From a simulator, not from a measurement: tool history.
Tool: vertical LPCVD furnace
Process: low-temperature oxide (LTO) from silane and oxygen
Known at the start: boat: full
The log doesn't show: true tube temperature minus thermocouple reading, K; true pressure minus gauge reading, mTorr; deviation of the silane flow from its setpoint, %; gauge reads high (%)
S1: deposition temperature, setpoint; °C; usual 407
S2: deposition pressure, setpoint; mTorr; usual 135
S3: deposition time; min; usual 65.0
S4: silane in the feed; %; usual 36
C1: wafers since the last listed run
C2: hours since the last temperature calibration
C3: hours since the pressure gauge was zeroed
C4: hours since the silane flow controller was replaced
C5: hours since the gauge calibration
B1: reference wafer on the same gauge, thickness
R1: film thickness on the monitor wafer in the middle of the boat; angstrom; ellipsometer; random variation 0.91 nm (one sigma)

{"run": 1, "hour": 0.0, "S1": 407, "S2": 135, "S3": 65.0, "S4": 36, "C1": 0, "C2": 1847.4, "C3": 4157.7, "C4": 733.5, "C5": 397.2, "B1": 309.01, "R1": 3364.8}
{"run": 2, "hour": 137.8, "S1": 407, "S2": 135, "S3": 65.0, "S4": 36, "C1": 1214, "C2": 1985.2, "C3": 4295.5, "C4": 871.3, "C5": 535.0, "B1": 309.09, "R1": 3370.3}
{"run": 3, "hour": 208.6, "S1": 407, "S2": 135, "S3": 83.5, "S4": 36, "C1": 623, "C2": 2056.0, "C3": 4366.3, "C4": 942.1, "C5": 605.8, "B1": 308.95, "R1": 4348.0}
{"run": 4, "hour": 236.3, "S1": 407, "S2": 135, "S3": 65.0, "S4": 36, "C1": 244, "C2": 2083.7, "C3": 4394.0, "C4": 969.8, "C5": 633.5, "B1": 309.17, "R1": 3365.1}
{"run": 5, "hour": 415.2, "S1": 407, "S2": 135, "S3": 65.0, "S4": 36, "C1": 1576, "C2": 2262.6, "C3": 4572.9, "C4": 1148.7, "C5": 812.4, "B1": 308.9, "R1": 3382.8}
{"run": 6, "hour": 476.7, "S1": 407, "S2": 135, "S3": 65.0, "S4": 36, "C1": 541, "C2": 2324.1, "C3": 4634.4, "C4": 1210.2, "C5": 873.9, "B1": 309.03, "R1": 3395.6}
{"run": 7, "hour": 507.0, "S1": 407, "S2": 135, "S3": 65.0, "S4": 36, "C1": 266, "C2": 2354.4, "C3": 4664.7, "C4": 1240.5, "C5": 904.2, "B1": 309.06, "R1": 3401.4}
{"run": 8, "hour": 551.4, "S1": 407, "S2": 135, "S3": 65.0, "S4": 36, "C1": 391, "C2": 2398.8, "C3": 4709.1, "C4": 1284.9, "C5": 948.6, "B1": 309.08, "R1": 3395.6}
{"hour": 591.2, "done": "pressure gauge zeroed"}
{"run": 9, "hour": 612.7, "S1": 407, "S2": 135, "S3": 65.0, "S4": 36, "C1": 328, "C2": 2460.1, "C3": 21.5, "C4": 1346.2, "C5": 1009.9, "B1": 308.87, "R1": 3393.9}
{"run": 10, "hour": 654.8, "S1": 407, "S2": 135, "S3": 65.0, "S4": 36, "C1": 370, "C2": 2502.2, "C3": 63.6, "C4": 1388.3, "C5": 1052.0, "B1": 309.06, "R1": 3408.7}
{"run": 11, "hour": 725.0, "S1": 407, "S2": 135, "S3": 65.0, "S4": 36, "C1": 618, "C2": 2572.4, "C3": 133.8, "C4": 1458.5, "C5": 1122.2, "B1": 308.9, "R1": 3419.7}
{"run": 12, "hour": 777.7, "S1": 407, "S2": 145, "S3": 65.0, "S4": 35, "C1": 464, "C2": 2625.1, "C3": 186.5, "C4": 1511.2, "C5": 1174.9, "B1": 309.17, "R1": 3532.5}
{"run": 13, "hour": 837.1, "S1": 407, "S2": 145, "S3": 65.0, "S4": 35, "C1": 523, "C2": 2684.5, "C3": 245.9, "C4": 1570.6, "C5": 1234.3, "B1": 309.15, "R1": 3535.3}
{"run": 14, "hour": 881.0, "S1": 407, "S2": 145, "S3": 65.0, "S4": 35, "C1": 386, "C2": 2728.4, "C3": 289.8, "C4": 1614.5, "C5": 1278.2, "B1": 309.13, "R1": 3546.0}
{"run": 15, "hour": 948.2, "S1": 402, "S2": 135, "S3": 65.0, "S4": 36, "C1": 592, "C2": 2795.6, "C3": 357.0, "C4": 1681.7, "C5": 1345.4, "B1": 309.06, "R1": 3231.1}
{"run": 16, "hour": 972.7, "S1": 395, "S2": 135, "S3": 65.0, "S4": 34, "C1": 215, "C2": 2820.1, "C3": 381.5, "C4": 1706.2, "C5": 1369.9, "B1": 309.04, "R1": 2767.1}
{"hour": 1046.2, "done": "silane flow controller replaced"}
{"run": 17, "hour": 1046.7, "S1": 402, "S2": 120, "S3": 74.5, "S4": 36, "C1": 440, "C2": 2894.1, "C3": 455.5, "C4": 0.5, "C5": 1443.9, "B1": 308.8, "R1": 3301.7}
{"run": 18, "hour": 1102.9, "S1": 407, "S2": 135, "S3": 47.5, "S4": 39, "C1": 495, "C2": 2950.3, "C3": 511.7, "C4": 56.7, "C5": 1500.1, "B1": 308.84, "R1": 2771.5}
{"run": 19, "hour": 1167.0, "S1": 407, "S2": 135, "S3": 55.5, "S4": 36, "C1": 564, "C2": 3014.4, "C3": 575.8, "C4": 120.8, "C5": 1564.2, "B1": 309.02, "R1": 2929.3}
{"run": 20, "hour": 1227.6, "S1": 407, "S2": 135, "S3": 41.5, "S4": 36, "C1": 533, "C2": 3075.0, "C3": 636.4, "C4": 181.4, "C5": 1624.8, "B1": 309.06, "R1": 2188.0}
{"hour": 1280.7, "done": "gauge calibrated"}
{"hour": 1285.2, "done": "thermocouples replaced and temperature profile calibrated"}
{"run": 21, "hour": 1285.7, "S1": 400, "S2": 165, "S3": 78.0, "S4": 41, "C1": 300, "C2": 0.5, "C3": 694.5, "C4": 239.5, "C5": 5.0, "B1": 309.02, "R1": 5226.8}
{"run": 22, "hour": 1308.2, "S1": 403, "S2": 135, "S3": 65.0, "S4": 36, "C1": 198, "C2": 23.0, "C3": 717.0, "C4": 262.0, "C5": 27.5, "B1": 309.15, "R1": 3136.9}
{"run": 23, "hour": 1359.6, "S1": 407, "S2": 135, "S3": 65.0, "S4": 36, "C1": 452, "C2": 74.4, "C3": 768.4, "C4": 313.4, "C5": 78.9, "B1": 309.05, "R1": 3268.1}
{"run": 24, "hour": 1413.8, "S1": 400, "S2": 165, "S3": 78.0, "S4": 41, "C1": 477, "C2": 128.6, "C3": 822.6, "C4": 367.6, "C5": 133.1, "B1": 308.99, "R1": 5208.4}
{"run": 25, "hour": 1451.7, "S1": 407, "S2": 135, "S3": 65.0, "S4": 36, "C1": 333, "C2": 166.5, "C3": 860.5, "C4": 405.5, "C5": 171.0, "B1": 309.0, "R1": 3281.5}
{"run": 26, "hour": 1517.8, "S1": 407, "S2": 135, "S3": 65.0, "S4": 32, "C1": 582, "C2": 232.6, "C3": 926.6, "C4": 471.6, "C5": 237.1, "B1": 308.91, "R1": 2815.6}
{"run": 27, "hour": 1566.0, "S1": 407, "S2": 135, "S3": 65.0, "S4": 36, "C1": 424, "C2": 280.8, "C3": 974.8, "C4": 519.8, "C5": 285.3, "B1": 308.82, "R1": 3289.1}
{"run": 28, "hour": 1617.9, "S1": 407, "S2": 145, "S3": 65.0, "S4": 35, "C1": 457, "C2": 332.7, "C3": 1026.7, "C4": 571.7, "C5": 337.2, "B1": 308.92, "R1": 3416.8}
{"run": 29, "hour": 1672.4, "S1": 399, "S2": 135, "S3": 65.0, "S4": 36, "C1": 480, "C2": 387.2, "C3": 1081.2, "C4": 626.2, "C5": 391.7, "B1": 309.03, "R1": 3013.0}
{"run": 30, "hour": 1696.8, "S1": 404, "S2": 165, "S3": 65.0, "S4": 36, "C1": 214, "C2": 411.6, "C3": 1105.6, "C4": 650.6, "C5": 416.1, "B1": 308.93, "R1": 3891.3}
{"run": 31, "hour": 1766.8, "S1": 404, "S2": 150, "S3": 65.0, "S4": 33, "C1": 616, "C2": 481.6, "C3": 1175.6, "C4": 720.6, "C5": 486.1, "B1": 309.07, "R1": 3169.2}

Forecast each of these 3 alternatives for the next run:
{"run": "A", "hour": 1771.6, "S1": 407, "S2": 135, "S3": 65.0, "S4": 40, "C1": 42, "C2": 486.4, "C3": 1180.4, "C4": 725.4, "C5": 490.9, "B1": "?", "R1": "?"}
{"run": "B", "hour": 1771.6, "S1": 407, "S2": 135, "S3": 65.0, "S4": 43, "C1": 42, "C2": 486.4, "C3": 1180.4, "C4": 725.4, "C5": 490.9, "B1": "?", "R1": "?"}
{"run": "C", "hour": 1771.6, "S1": 412, "S2": 135, "S3": 47.0, "S4": 36, "C1": 42, "C2": 486.4, "C3": 1180.4, "C4": 725.4, "C5": 490.9, "B1": "?", "R1": "?"}

run=A B1=309.15 R1=3760.5
run=B B1=309.15 R1=4076.3
run=C B1=309.15 R1=2523.9
Without the tool's hidden state the same runs would have given:
run=A R1=3722.0
run=B R1=4035.6
run=C R1=2497.7
